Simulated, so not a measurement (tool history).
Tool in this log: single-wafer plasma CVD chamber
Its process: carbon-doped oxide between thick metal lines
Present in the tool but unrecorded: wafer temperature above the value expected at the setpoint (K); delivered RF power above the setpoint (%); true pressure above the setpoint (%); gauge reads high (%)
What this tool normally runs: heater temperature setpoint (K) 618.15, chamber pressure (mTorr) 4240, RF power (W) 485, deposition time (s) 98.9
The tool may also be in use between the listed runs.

run    hour  heater temperature setpoint (K)  chamber pressure (mTorr)  RF power (W)  deposition time (s)  wafers since the last listed run  hours since the last thermocouple change  hours since the last RF generator calibration  hours since the last manometer calibration  hours since the showerhead was replaced  hours since the gauge calibration  read-back reference wafer on the same gauge, thickness_nm  mean film thickness on the monitor wafer (nm)
  1     0.0                           618.15                      4240           485                 98.9                                 0                                    1939.4                                          474.8                                       679.2                                   5755.9                              617.2                                                    595.257                                        512.542
  2    56.3                           608.15                      4240           485                108.2                               879                                    1995.7                                          531.1                                       735.5                                   5812.2                              673.5                                                    594.882                                        575.340
  3   102.1                           608.15                      4240           485                108.2                               715                                    2041.5                                          576.9                                       781.3                                   5858.0                              719.3                                                    594.860                                        576.202
  4   154.8                           611.15                      4800           485                 98.9                               823                                    2094.2                                          629.6                                       834.0                                   5910.7                              772.0                                                    595.054                                        528.457
  5   209.7                           611.15                      4800           485                 98.9                               857                                    2149.1                                          684.5                                       888.9                                   5965.6                              826.9                                                    595.086                                        529.154
  6   252.1                           618.15                      4240           485                107.7                               662                                    2191.5                                          726.9                                       931.3                                   6008.0                              869.3                                                    595.206                                        558.096
  7   276.7                           618.15                      4240           485                107.7                               384                                    2216.1                                          751.5                                       955.9                                   6032.6                              893.9                                                    595.897                                        556.859
  8   311.6                           618.15                      4240           485                 87.8                               545                                    2251.0                                          786.4                                       990.8                                   6067.5                              928.8                                                    594.092                                        456.543
  9   335.8                           618.15                      4240           485                 87.8                               378                                    2275.2                                          810.6                                      1015.0                                   6091.7                              953.0                                                    594.793                                        456.049
      353.0  -- gauge calibrated
 10   361.2                           618.15                      4240           485                 98.9                               396                                    2300.6                                          836.0                                      1040.4                                   6117.1                                8.2                                                    595.224                                        511.566
      392.4  -- capacitance manometer re-zeroed and calibrated
 11   401.2                           618.15                      4240           485                 98.9                               499                                    2340.6                                          876.0                                         8.8                                   6157.1                               48.2                                                    595.042                                        513.138
 12   455.0                           618.15                      4240           485                 98.9                               840                                    2394.4                                          929.8                                        62.6                                   6210.9                              102.0                                                    594.594                                        511.898
 13   519.9                           618.15                      4240           485                 98.9                              1013                                    2459.3                                          994.7                                       127.5                                   6275.8                              166.9                                                    594.630                                        514.119
      543.1  -- thermocouple changed; heater temperature recalibrated
 14   590.8                           618.15                      5250           485                 98.9                               982                                      47.7                                         1065.6                                       198.4                                   6346.7                              237.8                                                    594.945                                        517.503
      621.9  -- RF generator calibrated
 15   625.3                           611.15                      4240           485                109.8                               413                                      82.2                                            3.4                                       232.9                                   6381.2                              272.3                                                    594.363                                        570.231
 16   651.8                           623.15                      3600           485                 98.9                               413                                     108.7                                           29.9                                       259.4                                   6407.7                              298.8                                                    595.064                                        491.435
 17   678.9                           626.15                      3830           485                 98.9                               423                                     135.8                                           57.0                                       286.5                                   6434.8                              325.9                                                    594.837                                        491.321
 18   726.6                           618.15                      4240           485                 98.9                               745                                     183.5                                          104.7                                       334.2                                   6482.5                              373.6                                                    595.566                                        507.213
 19   777.8                           618.15                      4240           485                 87.8                               799                                     234.7                                          155.9                                       385.4                                   6533.7                              424.8                                                    595.821                                        449.383
 20   834.1                           618.15                      4240           485                 98.9                               879                                     291.0                                          212.2                                       441.7                                   6590.0                              481.1                                                    595.346                                        507.575
 21   875.9                           618.15                      4240           485                 98.9                               652                                     332.8                                          254.0                                       483.5                                   6631.8                              522.9                                                    595.187                                        507.306
 22   940.7                           627.15                      4240           525                 82.2                              1012                                     397.6                                          318.8                                       548.3                                   6696.6                              587.7                                                    595.015                                        439.098
 23  1005.5                           623.15                      3420           540                 98.9                              1012                                     462.4                                          383.6                                       613.1                                   6761.4                              652.5                                                    595.075                                        532.647
 24  1045.7                           632.15                      4240           485                 98.9                               627                                     502.6                                          423.8                                       653.3                                   6801.6                              692.7                                                    594.585                                        491.478
     1062.2  -- showerhead replaced
 25  1086.7                           618.15                      4240           435                 98.9                               515                                     543.6                                          464.8                                       694.3                                     24.5                              733.7                                                    595.206                                        462.949
 26  1129.8                           618.15                      3640           485                 87.2                               673                                     586.7                                          507.9                                       737.4                                     67.6                              776.8                                                    595.175                                        441.964
 27  1189.3                           614.15                      4750           405                 91.7                               929                                     646.2                                          567.4                                       796.9                                    127.1                              836.3                                                    594.411                                        410.204
     1356.8  -- gauge calibrated
 28  1363.0                           614.15                      5150           415                 98.9                              2713                                     819.9                                          741.1                                       970.6                                    300.8                                6.2                                                    594.812                                        457.427
 29  1408.3                           618.15                      4240           485                 81.7                               707                                     865.2                                          786.4                                      1015.9                                    346.1                               51.5                                                    595.670                                        422.301

3 ways to go on from here, each from the tool as it stands after run 29. What would each give?
  A  1408.7                           618.15                      4240           485                 80.7                                 6                                     865.6                                          786.8                                      1016.3                                    346.5                               51.9                                                          ?                                              ?
  B  1408.7                           624.15                      4240           425                 98.9                                 6                                     865.6                                          786.8                                      1016.3                                    346.5                               51.9                                                          ?                                              ?
  C  1408.7                           618.15                      4810           460                114.0                                 6                                     865.6                                          786.8                                      1016.3                                    346.5                               51.9                                                          ?                                              ?

run  read-back reference wafer on the same gauge, thickness_nm  mean film thickness on the monitor wafer (nm)
  A                                                    594.737                                        414.792
  B                                                    594.737                                        446.192
  C                                                    594.737                                        569.018
Without the tool's hidden state the same runs would have given:
run  mean film thickness on the monitor wafer (nm)
  A                                        411.437
  B                                        442.666
  C                                        564.415

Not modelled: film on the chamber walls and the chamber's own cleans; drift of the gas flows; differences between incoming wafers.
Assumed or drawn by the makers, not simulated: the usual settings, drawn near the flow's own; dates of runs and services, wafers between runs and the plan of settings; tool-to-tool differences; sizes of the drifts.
